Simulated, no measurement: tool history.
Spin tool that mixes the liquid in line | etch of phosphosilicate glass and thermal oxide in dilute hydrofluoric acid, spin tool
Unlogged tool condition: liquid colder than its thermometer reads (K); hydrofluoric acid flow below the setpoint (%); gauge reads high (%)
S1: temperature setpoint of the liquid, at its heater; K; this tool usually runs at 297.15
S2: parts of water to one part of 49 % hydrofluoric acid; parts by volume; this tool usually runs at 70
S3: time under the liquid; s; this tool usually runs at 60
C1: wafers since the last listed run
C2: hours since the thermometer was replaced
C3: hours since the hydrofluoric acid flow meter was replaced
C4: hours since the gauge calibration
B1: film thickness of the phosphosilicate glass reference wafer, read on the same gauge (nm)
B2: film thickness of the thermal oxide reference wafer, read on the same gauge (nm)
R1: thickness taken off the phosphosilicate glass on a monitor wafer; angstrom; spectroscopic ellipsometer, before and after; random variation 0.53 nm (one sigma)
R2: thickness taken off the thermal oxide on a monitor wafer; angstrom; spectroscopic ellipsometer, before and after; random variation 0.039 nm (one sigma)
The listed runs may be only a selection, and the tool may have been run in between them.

{"run": 1, "hour": 0.0, "S1": 297.15, "S2": 80, "S3": 60, "C1": 0, "C2": 763.8, "C3": 1414.1, "C4": 2200.9, "B1": 29.99, "B2": 49.98, "R1": 421.9, "R2": 31.77}
{"run": 2, "hour": 101.5, "S1": 298.65, "S2": 70, "S3": 60, "C1": 867, "C2": 865.3, "C3": 1515.6, "C4": 2302.4, "B1": 29.98, "B2": 49.996, "R1": 520.9, "R2": 39.02}
{"run": 3, "hour": 352.2, "S1": 297.15, "S2": 85, "S3": 60, "C1": 2142, "C2": 1116.0, "C3": 1766.3, "C4": 2553.1, "B1": 29.97, "B2": 49.994, "R1": 383.0, "R2": 29.06}
{"hour": 553.1, "done": "gauge calibrated"}
{"run": 4, "hour": 644.6, "S1": 297.15, "S2": 85, "S3": 60, "C1": 2499, "C2": 1408.4, "C3": 2058.7, "C4": 91.5, "B1": 30.02, "B2": 50.038, "R1": 384.6, "R2": 27.92}
{"run": 5, "hour": 750.8, "S1": 295.65, "S2": 70, "S3": 60, "C1": 907, "C2": 1514.6, "C3": 2164.9, "C4": 197.7, "B1": 30.01, "B2": 49.982, "R1": 445.8, "R2": 33.09}
{"hour": 753.9, "done": "hydrofluoric acid flow meter replaced"}
{"run": 6, "hour": 810.8, "S1": 295.65, "S2": 70, "S3": 60, "C1": 504, "C2": 1574.6, "C3": 56.9, "C4": 257.7, "B1": 30.0, "B2": 50.035, "R1": 473.8, "R2": 34.37}
{"run": 7, "hour": 869.8, "S1": 297.15, "S2": 70, "S3": 60, "C1": 504, "C2": 1633.6, "C3": 115.9, "C4": 316.7, "B1": 30.0, "B2": 50.003, "R1": 511.1, "R2": 36.73}
{"run": 8, "hour": 922.1, "S1": 297.15, "S2": 70, "S3": 60, "C1": 446, "C2": 1685.9, "C3": 168.2, "C4": 369.0, "B1": 29.99, "B2": 50.003, "R1": 509.9, "R2": 36.68}
{"run": 9, "hour": 1005.8, "S1": 292.65, "S2": 70, "S3": 60, "C1": 715, "C2": 1769.6, "C3": 251.9, "C4": 452.7, "B1": 30.03, "B2": 49.994, "R1": 414.1, "R2": 30.64}
{"run": 10, "hour": 1100.1, "S1": 298.65, "S2": 35, "S3": 35, "C1": 805, "C2": 1863.9, "C3": 346.2, "C4": 547.0, "B1": 29.99, "B2": 49.963, "R1": 658.8, "R2": 47.98}
{"run": 11, "hour": 1207.8, "S1": 297.15, "S2": 70, "S3": 60, "C1": 920, "C2": 1971.6, "C3": 453.9, "C4": 654.7, "B1": 30.0, "B2": 50.015, "R1": 491.5, "R2": 36.25}
{"run": 12, "hour": 1258.1, "S1": 297.15, "S2": 70, "S3": 60, "C1": 429, "C2": 2021.9, "C3": 504.2, "C4": 705.0, "B1": 30.0, "B2": 49.987, "R1": 488.3, "R2": 36.1}
{"run": 13, "hour": 1346.9, "S1": 297.15, "S2": 60, "S3": 90, "C1": 758, "C2": 2110.7, "C3": 593.0, "C4": 793.8, "B1": 29.99, "B2": 49.98, "R1": 853.4, "R2": 62.76}

Run 14 comes next. What will it give?
{"run": 14, "hour": 1438.9, "S1": 299.15, "S2": 85, "S3": 60, "C1": 786, "C2": 2202.7, "C3": 685.0, "C4": 885.8, "B1": "?", "B2": "?", "R1": "?", "R2": "?"}

Run 14 gave B1 30.00, B2 50.003, R1 425.5 angstrom, R2 31.44 angstrom.
Take away the tool's hidden state, keep the run-to-run variation as it was, and the same run would have given R1 465.3 angstrom, R2 34.37 angstrom.
